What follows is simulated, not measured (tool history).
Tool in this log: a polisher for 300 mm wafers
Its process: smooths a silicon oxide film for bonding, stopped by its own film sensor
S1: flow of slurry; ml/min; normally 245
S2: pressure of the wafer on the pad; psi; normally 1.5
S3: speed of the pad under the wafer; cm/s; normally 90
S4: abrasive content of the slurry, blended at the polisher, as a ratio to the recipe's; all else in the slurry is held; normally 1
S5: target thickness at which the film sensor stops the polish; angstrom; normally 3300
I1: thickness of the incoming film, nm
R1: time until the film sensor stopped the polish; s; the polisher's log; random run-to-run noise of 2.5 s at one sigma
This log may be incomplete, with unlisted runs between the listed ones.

run,hour,S1,S2,S3,S4,S5,I1,R1
1,0,245,1.5,90,1,3300,382.3,132.3
2,15.2,245,1.5,90,0.85,3300,392.9,164.4
# hour 26.4: slurry blender recalibrated
3,29.4,245,1.5,90,0.85,3300,384.7,148.7
# hour 35.4: worn pad replaced by a new one
4,41.9,245,1.5,90,0.85,3300,389.7,155
5,56.3,245,1.5,90,1,3300,396,157.7
6,70.5,245,1.5,90,1,3300,393.5,154
7,84.5,245,1.5,90,1,3300,385,134.6
8,101.3,245,1.5,90,1,3300,391.3,149.6
9,114.7,245,1.5,90,1,3300,393.2,159.5
10,127.6,295,1.5,70,1,3300,392.9,184.5
11,144.2,310,1.7,90,1,3300,388.8,129
# hour 149.2: slurry blender recalibrated
# hour 154.4: worn pad replaced by a new one
# hour 155.8: slurry nozzle cleaned
12,156.3,245,1.5,90,0.8,3300,387.8,168.9
13,166.3,245,1.5,82,1,3300,389.3,171.6
14,182.3,245,1.5,90,1,3300,393,167.8
15,199.7,245,1.1,60,1,3500,389.4,198.3
16,210.8,245,1.5,90,0.85,3300,384,156.2
17,228.8,245,1.5,108,1,3300,387.4,140.9
18,245.9,245,1.5,90,1,3300,383.1,151
# hour 250.3: worn pad replaced by a new one, repeated, since the last time left the tool worse
# hour 257.6: slurry blender recalibrated
19,262,310,1.5,90,1,3300,389.4,143.5
20,268.8,245,1.5,90,0.85,3300,389.8,153.5
21,284.1,245,1.7,78,1.1,3480,392.6,103.3
22,299.6,245,1.5,90,1,3300,384.7,133.7
# hour 305.4: head pressure recalibrated
23,317,245,1.7,90,1,3120,386.4,166
24,333.1,315,1.5,90,0.8,3300,389.9,155.7
25,346,245,1.2,108,1,3430,383.7,105.2
# hour 350.9: worn pad replaced by a new one
26,362.8,285,1.5,90,0.9,3450,389.5,109.1
27,370.5,245,1.5,90,0.75,3300,388.9,154.1
28,381.6,245,1.5,90,1,3300,390.2,144.7
# hour 388.2: slurry blender recalibrated
29,398.1,245,1.5,66,1,3410,391.7,150.8

Measured result minus the same run's result without the hidden state. Both carry the same run-to-run variation, though not necessarily the same gauge scatter:
Hidden state present: removal rate lost through wear of the pad, %; slurry flow missing at the pad, %; deviation of the head's pressure from its setpoint, %; abrasive missing from the slurry, %.
run,R1
1,+6.5
2,+9.4
3,+9.6
4,+1.8
5,+3
6,+4
7,+4.5
8,+6.3
9,+7.9
10,+10.3
11,+8.3
12,+18
13,+19.2
14,+20.2
15,+25.7
16,+21.1
17,+20.4
18,+23.2
19,+1.3
20,+1.9
21,+2.1
22,+3.8
23,+6.2
24,+7.2
25,+5.5
26,+0.8
27,+1.7
28,+2.5
29,+3.9

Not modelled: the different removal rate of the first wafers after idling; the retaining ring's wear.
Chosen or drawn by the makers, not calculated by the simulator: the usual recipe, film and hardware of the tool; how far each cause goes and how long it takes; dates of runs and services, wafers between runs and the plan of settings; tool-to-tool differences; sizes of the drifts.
